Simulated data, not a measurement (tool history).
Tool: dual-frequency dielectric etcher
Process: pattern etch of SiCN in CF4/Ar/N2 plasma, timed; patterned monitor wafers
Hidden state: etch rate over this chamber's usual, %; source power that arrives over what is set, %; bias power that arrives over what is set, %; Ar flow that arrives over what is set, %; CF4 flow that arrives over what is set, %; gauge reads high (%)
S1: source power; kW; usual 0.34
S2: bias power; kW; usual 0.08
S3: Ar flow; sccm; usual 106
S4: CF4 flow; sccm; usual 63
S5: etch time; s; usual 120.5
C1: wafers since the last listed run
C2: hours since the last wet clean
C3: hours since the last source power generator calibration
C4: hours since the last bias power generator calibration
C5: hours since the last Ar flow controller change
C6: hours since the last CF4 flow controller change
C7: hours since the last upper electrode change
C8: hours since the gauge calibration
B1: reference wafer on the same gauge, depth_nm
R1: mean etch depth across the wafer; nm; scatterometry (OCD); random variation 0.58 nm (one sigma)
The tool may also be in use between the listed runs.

run   hour    S1     S2   S3  S4     S5   C1     C2      C3      C4      C5      C6      C7     C8    B1     R1
  1      0  0.34   0.08  106  63  120.5    0  307.4  4046.8  2433.9  4155.1  5616.7  3185.2  651.4  77.5   84.5
  2   31.3  0.34   0.08  106  63  120.5  285  338.7  4078.1  2465.2  4186.4    5648  3216.5  682.7  77.7   83.6
  3   90.6  0.34   0.08  106  63  120.5  541    398  4137.4  2524.5  4245.7  5707.3  3275.8    742  77.4   84.1
       126  -- gauge calibrated
  4  128.1  0.34   0.08  106  63  120.5  342  435.5  4174.9    2562  4283.2  5744.8  3313.3    2.1  77.5   85.1
  5  169.7  0.34   0.08  106  63  120.5  380  477.1  4216.5  2603.6  4324.8  5786.4  3354.9   43.7  77.4   84.6
     198.9  -- source power generator calibrated
       218  -- upper electrode replaced
  6  218.5  0.34   0.08  106  63  120.5  235  525.9    19.6  2652.4  4373.6  5835.2     0.5   92.5  77.6   84.8
  7  247.7  0.34   0.08  106  63  120.5  266  555.1    48.8  2681.6  4402.8  5864.4    29.7  121.7  77.6   83.8
     326.4  -- CF4 flow controller replaced
     334.6  -- wet clean of the chamber
  8  340.9  0.34   0.08  106  59  120.5  721    6.3     142  2774.8    4496    14.5   122.9  214.9  77.9   82.1
  9  395.6   0.4   0.08  106  63  120.5  499     61   196.7  2829.5  4550.7    69.2   177.6  269.6  77.7   92.9
     423.4  -- Ar flow controller replaced
 10  423.9  0.34   0.08   91  63  120.5  203   89.3     225  2857.8     0.5    97.5   205.9  297.9  77.4   85.6
 11  454.7  0.34   0.08  106  63  120.5  281  120.1   255.8  2888.6    31.3   128.3   236.7  328.7  77.6     83
     480.2  -- bias power generator calibrated
 12  522.7  0.34   0.08  125  63  120.5  584  188.1   323.8    42.5    99.3   196.3   304.7  396.7  77.9   81.9
 13  591.2  0.34   0.08  106  63  120.5  625  256.6   392.3     111   167.8   264.8   373.2  465.2  77.6   84.7
 14  637.8  0.34  0.074  106  79     87  425  303.2   438.9   157.6   214.4   311.4   419.8  511.8  77.6   59.9
 15  676.3  0.34   0.08  106  72  120.5  351  341.7   477.4   196.1   252.9   349.9   458.3  550.3  77.7   84.7
 16  732.5  0.34   0.08  106  63  120.5  513  397.9   533.6   252.3   309.1   406.1   514.5  606.5  77.7   83.9
 17  763.7  0.34   0.08  106  49  120.5  285  429.1   564.8   283.5   340.3   437.3   545.7  637.7  77.4   81.6
 18  819.4   0.3  0.085  106  63  156.5  508  484.8   620.5   339.2     396     493   601.4  693.4  77.6  101.9
 19  846.5  0.34   0.08  106  63   94.5  247  511.9   647.6   366.3   423.1   520.1   628.5  720.5  77.5   65.8
 20  872.4  0.34  0.089  121  56  120.5  236  537.8   673.5   392.2     449     546   654.4  746.4  77.6   84.8

5 ways to go on from here, each from the tool as it stands after run 20. What would each give?
  A  872.9  0.34   0.08  106  63  120.5   4  538.3  674  392.7  449.5  546.5  654.9  746.9   ?   ?
  B  872.9  0.37  0.096  120  56  120.5   4  538.3  674  392.7  449.5  546.5  654.9  746.9   ?   ?
  C  872.9  0.29   0.08  106  55  120.5   4  538.3  674  392.7  449.5  546.5  654.9  746.9   ?   ?
  D  872.9  0.39  0.086  106  53    151   4  538.3  674  392.7  449.5  546.5  654.9  746.9   ?   ?
  E  872.9  0.34  0.091  106  63  120.5   4  538.3  674  392.7  449.5  546.5  654.9  746.9   ?   ?

run    B1     R1
  A  77.5   83.3
  B  77.5     92
  C  77.5   73.4
  D  77.5  116.2
  E  77.5   87.4
Without the tool's hidden state the same runs would have given:
run     R1
  A   83.3
  B     92
  C   73.4
  D  116.2
  E   87.4
